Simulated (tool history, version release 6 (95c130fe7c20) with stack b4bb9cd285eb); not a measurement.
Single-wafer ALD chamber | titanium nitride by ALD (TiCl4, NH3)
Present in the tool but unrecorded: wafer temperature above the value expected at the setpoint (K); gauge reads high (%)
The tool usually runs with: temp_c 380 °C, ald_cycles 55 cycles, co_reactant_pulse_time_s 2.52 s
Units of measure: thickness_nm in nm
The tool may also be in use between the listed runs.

run,day,temp_c,ald_cycles,co_reactant_pulse_time_s,wafers since the last listed run,hours since the last thermocouple change,hours since the showerhead was replaced,hours since the gauge calibration,"read-back reference wafer on the same gauge, thickness_nm",thickness_nm
1,0.000,380,55,2.52,0,869.0,4380.5,154.1,1.276,1.185
2,0.733,380,55,2.52,44,886.6,4398.1,171.7,1.275,1.191
3,1.525,380,55,2.52,48,905.6,4417.1,190.7,1.274,1.189
4,2.821,380,55,2.52,78,936.7,4448.2,221.8,1.272,1.183
5,3.900,380,55,2.52,65,962.6,4474.1,247.7,1.272,1.186
6,5.108,373,55,2.52,73,991.6,4503.1,276.7,1.272,1.177
7,5.621,373,55,2.52,31,1003.9,4515.4,289.0,1.270,1.183
8,6.704,373,55,2.52,65,1029.9,4541.4,315.0,1.271,1.178
9,7.804,380,55,2.52,67,1056.3,4567.8,341.4,1.270,1.182
10,8.833,370,60,3.25,62,1081.0,4592.5,366.1,1.270,1.297
# day 9.725: showerhead replaced
11,9.746,395,55,1.91,35,1102.9,0.5,388.0,1.270,1.175
12,11.100,371,55,2.52,82,1135.4,33.0,420.5,1.270,1.176
# day 11.775: thermocouple changed; heater temperature recalibrated
# day 12.312: gauge calibrated
13,12.417,370,55,3.10,59,15.4,64.6,2.5,1.291,1.204
14,12.917,380,58,1.55,30,27.4,76.6,14.5,1.288,1.226
15,16.012,380,55,2.52,188,101.7,150.9,88.8,1.281,1.196
16,17.254,375,44,2.52,75,131.5,180.7,118.6,1.279,0.949
17,17.904,380,62,2.52,39,147.1,196.3,134.2,1.276,1.339
18,18.871,380,55,2.52,58,170.3,219.5,157.4,1.275,1.190

Hidden state at the last listed run before each entry between runs and at the first one after, where it differs:
Logged between run 10 and run 11: showerhead replaced (day 9.725)
  gauge reads high (%): -1.56 -> -1.58
  measured value less the no-hidden-state value, thickness_nm: -0.020 -> -0.019 nm
Logged between run 12 and run 13: thermocouple changed; heater temperature recalibrated (day 11.775); gauge calibrated (day 12.312)
  gauge reads high (%): -1.61 -> 0.0876
  measured value less the no-hidden-state value, thickness_nm: -0.019 -> +0.002 nm
